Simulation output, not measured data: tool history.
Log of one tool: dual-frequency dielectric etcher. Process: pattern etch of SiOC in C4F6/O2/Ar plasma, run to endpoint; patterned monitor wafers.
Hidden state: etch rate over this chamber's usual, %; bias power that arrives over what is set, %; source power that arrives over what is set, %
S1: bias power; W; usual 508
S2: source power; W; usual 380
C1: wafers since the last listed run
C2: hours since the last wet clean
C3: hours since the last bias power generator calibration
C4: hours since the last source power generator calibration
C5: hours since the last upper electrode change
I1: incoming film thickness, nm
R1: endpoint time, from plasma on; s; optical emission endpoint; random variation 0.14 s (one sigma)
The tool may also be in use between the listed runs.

run    hour   S1   S2    C1     C2      C3      C4      C5    I1    R1
  1       0  542  410     0     46  1280.2   201.4  2945.4  51.8  18.1
  2    95.3  542  410  1318  141.3  1375.5   296.7  3040.7  51.8  17.9
  3   159.8  566  380   892  205.8    1440   361.2  3105.2  51.9    18
  4   260.1  566  380  1387  306.1  1540.3   461.5  3205.5  51.4  17.5
  5   314.5  566  380   752  360.5  1594.7   515.9  3259.9  51.1  17.6
  6   371.5  508  380   788  417.5  1651.7   572.9  3316.9  52.5  18.6
  7   465.8  508  310  1304  511.8    1746   667.2  3411.2  51.9  19.5
  8   529.1  508  310   875  575.1  1809.3   730.5  3474.5  51.7  19.3
  9   604.5  565  300  1043  650.5  1884.7   805.9  3549.9  51.6  18.7
 10   662.2  565  300   798  708.2  1942.4   863.6  3607.6  51.4  18.3
      687.6  -- wet clean of the chamber
 11   759.7  565  300  1016   72.1  2039.9   961.1  3705.1  51.5  19.5
 12   821.7  594  380   857  134.1  2101.9  1023.1  3767.1  51.4  17.5
 13   862.5  594  380   564  174.9  2142.7  1063.9  3807.9  51.7  17.5
 14   961.6  508  380  1370    274  2241.8    1163    3907  51.6  18.6
 15  1022.8  579  350   846  335.2    2303  1224.2  3968.2  51.8    18
 16  1066.8  407  320   608  379.2    2347  1268.2  4012.2    52  21.1
 17  1169.2  449  380  1416  481.6  2449.4  1370.6  4114.6  51.6  19.2
 18  1268.6  438  410  1375    581  2548.8    1470    4214  51.7  18.7
       1347  -- wet clean of the chamber
 19  1347.5  508  380   759    0.5  2627.7  1548.9  4292.9  51.8  19.4
     1429.6  -- upper electrode replaced
 20  1436.9  472  290   904   89.9  2717.1  1638.3     7.3  51.9  21.6
 21    1517  611  450  1108    170  2797.2  1718.4    87.4  51.6  16.7
     1591.2  -- source power generator calibrated
 22  1622.2  447  350  1400  275.2  2902.4      31   192.6  51.6  20.1
 23  1697.9  553  330  1047  350.9  2978.1   106.7   268.3  51.9  19.1
 24  1805.1  435  440  1483  458.1  3085.3   213.9   375.5  51.9  18.9
     1886.8  -- bias power generator calibrated
 25  1899.1  468  450  1245  552.1    12.3   307.9   469.5  51.9  17.9
     1949.6  -- wet clean of the chamber
 26  1992.6  594  460   961     43   105.8   401.4     563  51.5  16.9
 27  2069.3  508  380  1061  119.7   182.5   478.1   639.7  52.1  19.2
 28  2164.4  438  470  1315  214.8   277.6   573.2   734.8  51.2  18.5
 29  2203.7  615  340   543  254.1   316.9   612.5   774.1  51.8  18.1
 30  2253.8  407  320   693  304.2     367   662.6   824.2  51.9  21.3
 31    2377  446  470  1704  427.4   490.2   785.8   947.4    52  18.2

Forecast run 32:
 32  2471.4  508  380  1305  521.8  584.6  880.2  1041.8  51.9   ?

{"run 32": {"R1": 18.5}}
Without the tool's hidden state the same run would have given R1 19.3 s.
